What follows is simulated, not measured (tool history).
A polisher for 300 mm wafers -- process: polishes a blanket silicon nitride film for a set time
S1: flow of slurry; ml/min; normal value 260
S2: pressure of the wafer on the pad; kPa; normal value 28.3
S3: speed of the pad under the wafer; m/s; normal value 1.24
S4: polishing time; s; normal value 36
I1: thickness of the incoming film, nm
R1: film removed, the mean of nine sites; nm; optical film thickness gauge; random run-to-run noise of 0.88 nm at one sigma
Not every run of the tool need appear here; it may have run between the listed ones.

Run 1, day 0.000: usual settings but S1 310 ml/min, S2 22.8 kPa; I1 415.1. Result: R1 77.3 nm.
Run 2, day 1.350: usual settings; I1 415.4. Result: R1 83.7 nm.
At day 2.492: worn pad replaced by a new one.
Run 3, day 2.696: usual settings; I1 424.5. Result: R1 88.0 nm.
Run 4, day 3.554: usual settings; I1 421.0. Result: R1 86.5 nm.
At day 6.788: worn pad replaced by a new one.
Run 5, day 7.612: usual settings; I1 422.3. Result: R1 86.5 nm.
Run 6, day 9.075: usual settings but S4 31 s; I1 424.4. Result: R1 71.3 nm.
Run 7, day 9.679: usual settings but S1 310 ml/min; I1 423.3. Result: R1 85.3 nm.
At day 10.817: slurry nozzle cleaned.
Run 8, day 10.838: usual settings but S1 310 ml/min; I1 425.7. Result: R1 88.9 nm.
At day 11.746: worn pad replaced by a new one.
Run 9, day 11.767: usual settings but S1 310 ml/min; I1 422.8. Result: R1 92.7 nm.
Run 10, day 12.412: usual settings but S3 1.06 m/s; I1 419.7. Result: R1 79.5 nm.
Run 11, day 13.467: usual settings but S3 1.06 m/s; I1 422.2. Result: R1 79.0 nm.
Run 12, day 14.271: usual settings but S4 31 s; I1 420.3. Result: R1 76.4 nm.
Run 13, day 14.779: usual settings but S1 345 ml/min, S2 23.4 kPa, S3 0.92 m/s; I1 417.3. Result: R1 62.9 nm.
At day 16.075: worn pad replaced by a new one.
Run 14, day 16.096: usual settings; I1 427.2. Result: R1 91.6 nm.
Run 15, day 16.671: usual settings but S1 330 ml/min, S2 32.4 kPa; I1 413.7. Result: R1 99.0 nm.
At day 16.883: head pressure recalibrated.
Run 16, day 17.283: usual settings but S1 285 ml/min, S2 21.4 kPa, S3 0.80 m/s, S4 47 s; I1 416.6. Result: R1 70.5 nm.
Run 17, day 18.158: usual settings; I1 421.2. Result: R1 87.3 nm.
Run 18, day 19.146: usual settings but S2 19.3 kPa, S3 0.98 m/s, S4 33 s; I1 418.0. Result: R1 52.4 nm.
At day 20.458: worn pad replaced by a new one.
Run 19, day 20.488: usual settings but S4 24 s; I1 426.0. Result: R1 60.2 nm.
Run 20, day 21.929: usual settings but S4 31 s; I1 417.0. Result: R1 76.4 nm.
Run 21, day 22.554: usual settings but S1 345 ml/min, S4 47 s; I1 415.0. Result: R1 116.4 nm.
Run 22, day 23.421: usual settings but S2 37.9 kPa, S4 26 s; I1 421.3. Result: R1 74.6 nm.
Run 23, day 24.167: usual settings but S1 235 ml/min, S2 20.0 kPa, S3 0.96 m/s, S4 29 s; I1 415.1. Result: R1 45.2 nm.

Forecast each of these 4 alternatives for the next run:
Run A, day 24.183: usual settings but S1 295 ml/min; I1 424.0. Result: R1 ?.
Run B, day 24.183: usual settings but S1 305 ml/min, S2 21.4 kPa, S3 1.04 m/s, S4 41 s; I1 424.0. Result: R1 ?.
Run C, day 24.183: usual settings but S1 320 ml/min, S2 31.0 kPa; I1 424.0. Result: R1 ?.
Run D, day 24.183: usual settings but S1 235 ml/min; I1 424.0. Result: R1 ?.

run    R1
  A  84.6
  B  71.3
  C  90.4
  D  82.3
With the hidden condition removed and each run's random variation left untouched, the same runs would have given:
run    R1
  A  91.7
  B  77.3
  C  98.0
  D  89.6
